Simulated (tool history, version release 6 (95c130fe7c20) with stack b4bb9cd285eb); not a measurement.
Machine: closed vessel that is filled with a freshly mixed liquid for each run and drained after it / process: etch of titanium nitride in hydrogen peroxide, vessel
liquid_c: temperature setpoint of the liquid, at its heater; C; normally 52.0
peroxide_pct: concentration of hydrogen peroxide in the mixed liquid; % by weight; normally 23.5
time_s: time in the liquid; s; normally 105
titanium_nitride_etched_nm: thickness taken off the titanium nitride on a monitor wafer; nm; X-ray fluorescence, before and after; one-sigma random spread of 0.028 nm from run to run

run	hour	liquid_c	peroxide_pct	time_s	read-back film thickness of the titanium nitride reference wafer, read on the same gauge (nm)	titanium_nitride_etched_nm
1	0.0	55.5	23.5	105	69.969	5.068
2	18.3	55.5	23.5	105	69.986	5.051
3	47.0	55.5	23.5	105	69.995	5.078
4	81.6	55.0	18.0	105	69.976	4.568
5	94.2	52.0	23.5	75	69.974	2.820
# hour 122.8: new drum of peroxide connected
6	123.6	52.0	23.5	105	69.978	3.972
7	142.3	52.0	23.5	105	70.042	3.909
8	167.6	52.0	23.5	105	70.013	3.925
9	182.3	52.0	23.5	105	70.012	3.952
10	218.1	52.0	23.5	105	69.960	3.921
11	247.3	52.0	23.5	105	69.993	3.957
12	263.6	56.0	23.5	105	70.017	5.249
# hour 280.1: peroxide flow meter replaced
13	280.6	56.0	23.5	105	69.993	5.175
14	294.6	52.0	23.5	105	69.958	3.936
15	314.0	61.0	26.0	65	70.051	4.662
16	327.1	52.0	20.0	105	70.012	3.755
17	343.5	52.0	18.5	105	70.010	3.720
18	367.9	58.0	21.0	45	70.015	2.512
19	396.4	52.0	26.0	105	70.023	4.024
20	416.8	52.0	23.5	105	69.990	3.905
# hour 423.4: new drum of peroxide connected
# hour 450.5: gauge calibrated
21	490.1	52.0	23.5	55	69.986	2.049
22	511.8	48.5	26.0	155	70.032	4.596
# hour 528.2: thermometer replaced
23	535.3	52.0	18.0	75	69.987	2.653
24	570.8	43.5	16.5	55	69.967	1.023
25	592.3	52.0	26.0	105	70.025	4.034
26	625.5	52.0	23.5	105	70.000	3.906
27	660.6	45.5	23.5	155	70.013	3.610
# hour 724.3: new drum of peroxide connected
28	752.6	56.0	23.5	105	70.016	5.177

Exercise: give the hidden state of the tool at every run:
liquid colder than its thermometer reads (K): 0 at every run
peroxide flow below the setpoint (%): 0 at every run
peroxide weaker than its label (%): 0 at every run
gauge reads high (%): 0 at every run
